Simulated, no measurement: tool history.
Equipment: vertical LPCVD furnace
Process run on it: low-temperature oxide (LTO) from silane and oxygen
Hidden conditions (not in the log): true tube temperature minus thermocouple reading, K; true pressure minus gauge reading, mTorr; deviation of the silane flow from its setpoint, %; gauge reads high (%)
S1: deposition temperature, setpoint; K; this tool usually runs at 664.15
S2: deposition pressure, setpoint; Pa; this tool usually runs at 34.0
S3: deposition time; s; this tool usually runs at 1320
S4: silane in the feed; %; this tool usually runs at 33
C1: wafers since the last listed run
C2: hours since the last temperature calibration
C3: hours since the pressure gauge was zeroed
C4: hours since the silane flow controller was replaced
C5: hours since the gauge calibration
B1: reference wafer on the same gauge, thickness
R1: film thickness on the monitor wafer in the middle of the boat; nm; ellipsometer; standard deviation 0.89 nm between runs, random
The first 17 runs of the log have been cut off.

run	hour	S1	S2	S3	S4	C1	C2	C3	C4	C5	B1	R1
18	453.4	664.15	40.7	1320	33	432	249.0	476.3	200.9	464.4	182.96	187.47
19	469.7	664.15	28.7	1050	33	410	265.3	492.6	217.2	480.7	183.41	105.81
20	499.5	664.15	34.0	1170	33	749	295.1	522.4	247.0	510.5	183.20	140.10
21	523.7	653.15	39.3	1050	33	608	319.3	546.6	271.2	534.7	184.01	126.60
22	558.3	664.15	28.0	1320	33	870	353.9	581.2	305.8	569.3	183.63	131.22
23	577.1	654.15	34.0	1800	36	473	372.7	600.0	324.6	588.1	184.44	215.32
24	611.0	664.15	26.0	1320	36	852	406.6	633.9	358.5	622.0	184.36	135.33
25	633.0	653.15	34.0	1320	33	553	428.6	655.9	380.5	644.0	184.03	138.53
26	663.6	664.15	32.0	1320	33	769	459.2	686.5	411.1	674.6	184.71	149.47
27	685.2	664.15	34.0	1320	28	543	480.8	708.1	432.7	696.2	184.80	125.30
28	712.5	664.15	38.7	1800	35	686	508.1	735.4	460.0	723.5	184.73	266.07
29	730.5	660.15	34.0	1320	33	452	526.1	753.4	478.0	741.5	185.40	152.33
30	747.5	664.15	29.3	1320	33	427	543.1	770.4	495.0	758.5	185.19	136.85

Alternative continuations, all from the tool just after run 30; predict every row:
A	750.9	664.15	34.0	1320	33	85	546.5	773.8	498.4	761.9	?	?
B	750.9	664.15	26.0	870	27	85	546.5	773.8	498.4	761.9	?	?
C	750.9	664.15	26.7	1050	33	85	546.5	773.8	498.4	761.9	?	?
D	750.9	664.15	38.0	1320	30	85	546.5	773.8	498.4	761.9	?	?
E	750.9	664.15	42.7	1320	33	85	546.5	773.8	498.4	761.9	?	?

run	B1	R1
A	185.75	158.87
B	185.75	59.40
C	185.75	99.12
D	185.75	154.62
E	185.75	199.37
The same runs, with their run-to-run variation unchanged, on a tool lacking any hidden condition would have given:
run	R1
A	153.39
B	57.35
C	95.70
D	149.29
E	192.49
